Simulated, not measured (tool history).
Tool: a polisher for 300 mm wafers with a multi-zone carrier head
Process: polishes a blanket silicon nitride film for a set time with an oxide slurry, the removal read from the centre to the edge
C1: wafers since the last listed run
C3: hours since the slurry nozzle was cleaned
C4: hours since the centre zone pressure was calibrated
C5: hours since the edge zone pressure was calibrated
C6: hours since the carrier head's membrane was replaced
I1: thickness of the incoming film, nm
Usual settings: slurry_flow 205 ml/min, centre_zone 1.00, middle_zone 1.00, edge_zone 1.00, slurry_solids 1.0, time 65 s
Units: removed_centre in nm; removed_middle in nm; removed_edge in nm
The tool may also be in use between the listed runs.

Run 1, hour 0.0: usual settings; C1 0; wafers polished on this pad 256; C3 145.8; C4 1244.2; C5 89.8; C6 673.3; I1 483.8. Result: removed_centre 79.2 nm, removed_middle 80.9 nm, removed_edge 81.8 nm.
Run 2, hour 32.6: usual settings; C1 403; wafers polished on this pad 659; C3 178.4; C4 1276.8; C5 122.4; C6 705.9; I1 479.8. Result: removed_centre 79.6 nm, removed_middle 80.1 nm, removed_edge 79.9 nm.
Run 3, hour 139.4: usual settings; C1 1322; wafers polished on this pad 1981; C3 285.2; C4 1383.6; C5 229.2; C6 812.7; I1 491.0. Result: removed_centre 67.9 nm, removed_middle 69.9 nm, removed_edge 70.7 nm.
At hour 156.6: worn pad replaced by a new one.
Run 4, hour 157.1: usual settings; C1 169; wafers polished on this pad 5; C3 302.9; C4 1401.3; C5 246.9; C6 830.4; I1 484.2. Result: removed_centre 77.6 nm, removed_middle 80.8 nm, removed_edge 82.1 nm.
Run 5, hour 178.6: usual settings but edge_zone 1.07, slurry_solids 1.1; C1 266; wafers polished on this pad 272; C3 324.4; C4 1422.8; C5 268.4; C6 851.9; I1 491.3. Result: removed_centre 82.2 nm, removed_middle 84.5 nm, removed_edge 89.4 nm.
At hour 217.5: centre zone pressure recalibrated.
Run 6, hour 244.9: usual settings but edge_zone 1.07, slurry_solids 1.1; C1 796; wafers polished on this pad 1068; C3 390.7; C4 27.4; C5 334.7; C6 918.2; I1 486.6. Result: removed_centre 79.5 nm, removed_middle 79.9 nm, removed_edge 85.1 nm.
Run 7, hour 279.7: usual settings but edge_zone 1.07, slurry_solids 1.1; C1 430; wafers polished on this pad 1498; C3 425.5; C4 62.2; C5 369.5; C6 953.0; I1 487.3. Result: removed_centre 75.2 nm, removed_middle 77.5 nm, removed_edge 81.5 nm.
Run 8, hour 293.9: usual settings; C1 175; wafers polished on this pad 1674; C3 439.7; C4 76.4; C5 383.7; C6 967.2; I1 493.1. Result: removed_centre 69.8 nm, removed_middle 71.6 nm, removed_edge 72.7 nm.
Run 9, hour 313.9: usual settings; C1 247; wafers polished on this pad 1922; C3 459.7; C4 96.4; C5 403.7; C6 987.2; I1 498.3. Result: removed_centre 66.6 nm, removed_middle 68.5 nm, removed_edge 70.4 nm.
At hour 331.0: worn pad replaced by a new one.
At hour 350.1: edge zone pressure recalibrated.
Run 10, hour 381.6: usual settings; C1 763; wafers polished on this pad 601; C3 527.4; C4 164.1; C5 31.5; C6 1054.9; I1 490.7. Result: removed_centre 72.4 nm, removed_middle 75.1 nm, removed_edge 76.3 nm.
At hour 399.4: slurry nozzle cleaned.
Run 11, hour 407.4: usual settings; C1 307; wafers polished on this pad 908; C3 8.0; C4 189.9; C5 57.3; C6 1080.7; I1 494.5. Result: removed_centre 76.6 nm, removed_middle 77.7 nm, removed_edge 78.8 nm.
Run 12, hour 420.3: usual settings but slurry_flow 145 ml/min, edge_zone 0.96; C1 159; wafers polished on this pad 1067; C3 20.9; C4 202.8; C5 70.2; C6 1093.6; I1 491.5. Result: removed_centre 70.1 nm, removed_middle 72.5 nm, removed_edge 72.7 nm.
At hour 436.4: carrier head's membrane replaced by a new one.
Run 13, hour 441.1: usual settings but slurry_flow 255 ml/min, centre_zone 1.04, middle_zone 0.88, edge_zone 1.07; C1 195; wafers polished on this pad 1263; C3 41.7; C4 223.6; C5 91.0; C6 4.7; I1 493.0. Result: removed_centre 80.5 nm, removed_middle 70.7 nm, removed_edge 80.6 nm.
Run 14, hour 471.5: usual settings but middle_zone 1.11; C1 376; wafers polished on this pad 1639; C3 72.1; C4 254.0; C5 121.4; C6 35.1; I1 486.6. Result: removed_centre 72.0 nm, removed_middle 79.8 nm, removed_edge 72.6 nm.
Run 15, hour 496.9: usual settings but slurry_flow 170 ml/min, centre_zone 0.97, middle_zone 1.09, slurry_solids 0.8; C1 314; wafers polished on this pad 1954; C3 97.5; C4 279.4; C5 146.8; C6 60.5; I1 488.1. Result: removed_centre 56.1 nm, removed_middle 62.6 nm, removed_edge 59.6 nm.
At hour 515.4: worn pad replaced by a new one.
Run 16, hour 523.7: usual settings; C1 282; wafers polished on this pad 103; C3 124.3; C4 306.2; C5 173.6; C6 87.3; I1 492.0. Result: removed_centre 77.8 nm, removed_middle 80.9 nm, removed_edge 81.3 nm.
Run 17, hour 557.9: usual settings but middle_zone 0.95, edge_zone 0.96, time 80 s; C1 423; wafers polished on this pad 526; C3 158.5; C4 340.4; C5 207.8; C6 121.5; I1 491.8. Result: removed_centre 96.5 nm, removed_middle 93.9 nm, removed_edge 97.4 nm.
Run 18, hour 575.0: usual settings but middle_zone 0.88, edge_zone 0.90; C1 211; wafers polished on this pad 738; C3 175.6; C4 357.5; C5 224.9; C6 138.6; I1 489.0. Result: removed_centre 78.2 nm, removed_middle 72.5 nm, removed_edge 75.9 nm.
At hour 655.2: worn pad replaced by a new one.
Run 19, hour 659.9: usual settings but slurry_flow 165 ml/min, time 58 s; C1 1001; wafers polished on this pad 57; C3 260.5; C4 442.4; C5 309.8; C6 223.5; I1 497.3. Result: removed_centre 67.7 nm, removed_middle 68.7 nm, removed_edge 70.8 nm.
Run 20, hour 676.5: usual settings but time 55 s; C1 205; wafers polished on this pad 263; C3 277.1; C4 459.0; C5 326.4; C6 240.1; I1 496.8. Result: removed_centre 66.6 nm, removed_middle 67.2 nm, removed_edge 69.5 nm.
Run 21, hour 692.3: usual settings but slurry_flow 250 ml/min, centre_zone 1.06, slurry_solids 0.8; C1 195; wafers polished on this pad 458; C3 292.9; C4 474.8; C5 342.2; C6 255.9; I1 496.7. Result: removed_centre 74.8 nm, removed_middle 70.9 nm, removed_edge 71.9 nm.

The next listed run, before its measurement:
Run 22, hour 726.0: usual settings but slurry_flow 150 ml/min, centre_zone 0.89, slurry_solids 0.8, time 47 s; C1 417; wafers polished on this pad 875; C3 326.6; C4 508.5; C5 375.9; C6 289.6; I1 499.0. Result: removed_centre ?, removed_middle ?, removed_edge ?.

removed_centre: 39.8 nm
removed_middle: 45.6 nm
removed_edge: 46.9 nm
Without the tool's hidden state the same run would have given removed_centre 42.6 nm, removed_middle 48.7 nm, removed_edge 49.5 nm.
